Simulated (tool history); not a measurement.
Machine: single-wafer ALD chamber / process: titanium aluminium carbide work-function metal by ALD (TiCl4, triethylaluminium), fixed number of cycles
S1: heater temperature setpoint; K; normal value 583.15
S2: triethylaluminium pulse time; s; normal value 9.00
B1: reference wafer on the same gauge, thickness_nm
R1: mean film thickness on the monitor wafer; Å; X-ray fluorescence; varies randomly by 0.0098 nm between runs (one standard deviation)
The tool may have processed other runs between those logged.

{"run": 1, "hour": 0.0, "S1": 583.15, "S2": 7.42, "B1": 1.899, "R1": 18.7}
{"run": 2, "hour": 92.9, "S1": 583.15, "S2": 10.14, "B1": 1.897, "R1": 19.87}
{"run": 3, "hour": 129.1, "S1": 583.15, "S2": 10.14, "B1": 1.902, "R1": 19.66}
{"run": 4, "hour": 194.3, "S1": 583.15, "S2": 9.0, "B1": 1.903, "R1": 19.41}
{"run": 5, "hour": 281.0, "S1": 583.15, "S2": 9.0, "B1": 1.899, "R1": 19.35}
{"hour": 293.8, "done": "thermocouple changed; heater temperature recalibrated"}
{"run": 6, "hour": 379.7, "S1": 583.15, "S2": 11.27, "B1": 1.896, "R1": 20.1}
{"run": 7, "hour": 479.8, "S1": 583.15, "S2": 9.0, "B1": 1.902, "R1": 19.51}
{"run": 8, "hour": 525.7, "S1": 583.15, "S2": 9.0, "B1": 1.903, "R1": 19.63}
{"run": 9, "hour": 600.6, "S1": 583.15, "S2": 9.0, "B1": 1.897, "R1": 19.63}
{"run": 10, "hour": 677.5, "S1": 583.15, "S2": 6.18, "B1": 1.9, "R1": 18.05}
{"run": 11, "hour": 755.7, "S1": 583.15, "S2": 6.18, "B1": 1.901, "R1": 17.92}
{"run": 12, "hour": 823.3, "S1": 583.15, "S2": 6.18, "B1": 1.902, "R1": 18.03}
{"run": 13, "hour": 866.3, "S1": 583.15, "S2": 9.0, "B1": 1.899, "R1": 19.54}
{"run": 14, "hour": 913.4, "S1": 583.15, "S2": 9.0, "B1": 1.9, "R1": 19.41}
{"hour": 965.3, "done": "triethylaluminium bottle replaced"}
{"run": 15, "hour": 983.9, "S1": 583.15, "S2": 9.0, "B1": 1.899, "R1": 19.45}
{"run": 16, "hour": 1025.6, "S1": 596.15, "S2": 9.0, "B1": 1.901, "R1": 20.23}
{"run": 17, "hour": 1072.4, "S1": 578.15, "S2": 12.51, "B1": 1.905, "R1": 19.42}
{"run": 18, "hour": 1158.1, "S1": 583.15, "S2": 9.0, "B1": 1.901, "R1": 19.33}

What will run 19 give?
{"run": 19, "hour": 1210.5, "S1": 583.15, "S2": 9.0, "B1": "?", "R1": "?"}

{"run 19": {"B1": 1.906, "R1": 19.35}}
Without the tool's hidden state the same run would have given R1 19.73 Å.
